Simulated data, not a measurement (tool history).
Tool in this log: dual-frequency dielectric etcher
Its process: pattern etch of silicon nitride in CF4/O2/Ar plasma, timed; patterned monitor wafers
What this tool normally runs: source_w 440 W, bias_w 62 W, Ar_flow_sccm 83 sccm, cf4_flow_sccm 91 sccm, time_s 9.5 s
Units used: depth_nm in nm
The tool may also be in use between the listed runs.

run	hour	source_w	bias_w	Ar_flow_sccm	cf4_flow_sccm	time_s	wafers since the last listed run	hours since the last wet clean	hours since the last source power generator calibration	hours since the last bias power generator calibration	hours since the last Ar flow controller change	hours since the last CF4 flow controller change	hours since the last upper electrode change	hours since the gauge calibration	read-back reference wafer on the same gauge, depth_nm	depth_nm
1	0	440	62	83	91	9.5	0	247.6	3881.8	2264.4	121.7	1777.7	2632.5	83.6	15.36	17.99
2	32.6	440	62	78	91	9.5	465	280.2	3914.4	2297	154.3	1810.3	2665.1	116.2	15.35	18.2
3	44.6	520	62	83	91	7	171	292.2	3926.4	2309	166.3	1822.3	2677.1	128.2	15.38	15.77
4	61.3	330	51	92	75	9.5	238	308.9	3943.1	2325.7	183	1839	2693.8	144.9	15.4	11.37
# hour 78.9: source power generator calibrated
5	91.9	440	62	83	91	9.5	379	339.5	13	2356.3	213.6	1869.6	2724.4	175.5	15.45	17.94
6	119.3	440	62	62	91	6.5	391	366.9	40.4	2383.7	241	1897	2751.8	202.9	15.49	13.05
7	154.1	440	62	83	91	7	497	401.7	75.2	2418.5	275.8	1931.8	2786.6	237.7	15.49	13.28
# hour 171.1: CF4 flow controller replaced
8	184.5	440	49	65	83	11.5	348	432.1	105.6	2448.9	306.2	13.4	2817	268.1	15.55	19.79
9	204.9	340	62	83	78	6.5	291	452.5	126	2469.3	326.6	33.8	2837.4	288.5	15.58	9.25
# hour 213.1: bias power generator calibrated
# hour 240.1: wet clean of the chamber
# hour 243.5: upper electrode replaced
10	244	470	62	83	91	7	109	3.9	165.1	30.9	365.7	72.9	0.5	327.6	15.62	14.42
11	247.6	360	76	83	91	9.5	51	7.5	168.7	34.5	369.3	76.5	4.1	331.2	15.6	16.58
12	262.6	440	67	83	91	9.5	214	22.5	183.7	49.5	384.3	91.5	19.1	346.2	15.62	18.93
13	287	440	62	83	91	9.5	348	46.9	208.1	73.9	408.7	115.9	43.5	370.6	15.64	18.19
14	318.2	440	62	83	91	9.5	445	78.1	239.3	105.1	439.9	147.1	74.7	401.8	15.65	18.1
15	347.4	540	77	83	91	12.5	417	107.3	268.5	134.3	469.1	176.3	103.9	431	15.66	33.2
16	372.9	440	62	83	91	8.5	364	132.8	294	159.8	494.6	201.8	129.4	456.5	15.68	16.48
17	407.6	440	62	83	74	9.5	495	167.5	328.7	194.5	529.3	236.5	164.1	491.2	15.69	17.83
18	436.8	510	62	100	74	8	417	196.7	357.9	223.7	558.5	265.7	193.3	520.4	15.71	17.04
19	459.3	360	62	68	107	9.5	321	219.2	380.4	246.2	581	288.2	215.8	542.9	15.71	15.43
20	488.7	440	62	65	91	7	419	248.6	409.8	275.6	610.4	317.6	245.2	572.3	15.7	14.15
21	518	540	62	83	82	9.5	418	277.9	439.1	304.9	639.7	346.9	274.5	601.6	15.72	22.21

Each row is a separate what-if for the run after 21, all from the same tool condition, not one after another. Results?
A	518.4	500	62	83	91	9.5	5	278.3	439.5	305.3	640.1	347.3	274.9	602	?	?
B	518.4	510	70	73	98	9.5	5	278.3	439.5	305.3	640.1	347.3	274.9	602	?	?
C	518.4	330	62	83	91	9.5	5	278.3	439.5	305.3	640.1	347.3	274.9	602	?	?
D	518.4	440	62	66	106	9.5	5	278.3	439.5	305.3	640.1	347.3	274.9	602	?	?

run	read-back reference wafer on the same gauge, depth_nm	depth_nm
A	15.73	20.96
B	15.73	23.37
C	15.73	13.45
D	15.73	19.22
Without the tool's hidden state the same runs would have given:
run	depth_nm
A	20.26
B	22.59
C	13
D	18.58
